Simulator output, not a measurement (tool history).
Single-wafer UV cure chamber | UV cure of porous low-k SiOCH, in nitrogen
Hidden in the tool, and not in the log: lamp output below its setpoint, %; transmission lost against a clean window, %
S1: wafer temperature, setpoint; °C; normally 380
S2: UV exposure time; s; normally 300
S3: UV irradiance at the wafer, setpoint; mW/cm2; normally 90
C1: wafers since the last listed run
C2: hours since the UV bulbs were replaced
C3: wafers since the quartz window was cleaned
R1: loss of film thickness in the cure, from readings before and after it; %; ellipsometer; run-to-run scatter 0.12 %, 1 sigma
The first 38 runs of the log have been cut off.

{"run": 39, "hour": 2138.0, "S1": 380, "S2": 300, "S3": 107, "C1": 238, "C2": 337.2, "C3": 1500, "R1": 10.29}
{"run": 40, "hour": 2177.4, "S1": 380, "S2": 405, "S3": 90, "C1": 270, "C2": 376.6, "C3": 1770, "R1": 10.695}
{"run": 41, "hour": 2372.5, "S1": 380, "S2": 300, "S3": 101, "C1": 1338, "C2": 571.7, "C3": 3109, "R1": 9.733}
{"run": 42, "hour": 2398.8, "S1": 362, "S2": 475, "S3": 101, "C1": 180, "C2": 598.0, "C3": 3289, "R1": 11.355}
{"hour": 2421.4, "done": "quartz window cleaned"}
{"run": 43, "hour": 2427.6, "S1": 366, "S2": 300, "S3": 114, "C1": 142, "C2": 626.8, "C3": 42, "R1": 10.625}
{"run": 44, "hour": 2497.8, "S1": 392, "S2": 460, "S3": 126, "C1": 481, "C2": 697.0, "C3": 523, "R1": 13.189}
{"run": 45, "hour": 2555.3, "S1": 380, "S2": 300, "S3": 90, "C1": 394, "C2": 754.5, "C3": 918, "R1": 9.319}
{"run": 46, "hour": 2582.6, "S1": 386, "S2": 300, "S3": 90, "C1": 187, "C2": 781.8, "C3": 1105, "R1": 9.481}

Below are 4 alternative next runs, each starting from the tool's condition after run 46. Predict each:
{"run": "A", "hour": 2583.1, "S1": 380, "S2": 300, "S3": 90, "C1": 3, "C2": 782.3, "C3": 1109, "R1": "?"}
{"run": "B", "hour": 2583.1, "S1": 380, "S2": 365, "S3": 90, "C1": 3, "C2": 782.3, "C3": 1109, "R1": "?"}
{"run": "C", "hour": 2583.1, "S1": 367, "S2": 300, "S3": 90, "C1": 3, "C2": 782.3, "C3": 1109, "R1": "?"}
{"run": "D", "hour": 2583.1, "S1": 371, "S2": 395, "S3": 61, "C1": 3, "C2": 782.3, "C3": 1109, "R1": "?"}

run=A R1=9.286
run=B R1=10.090
run=C R1=9.068
run=D R1=8.681
Without the tool's unlogged condition, the same runs would have read:
run=A R1=10.339
run=B R1=11.169
run=C R1=10.113
run=D R1=9.712
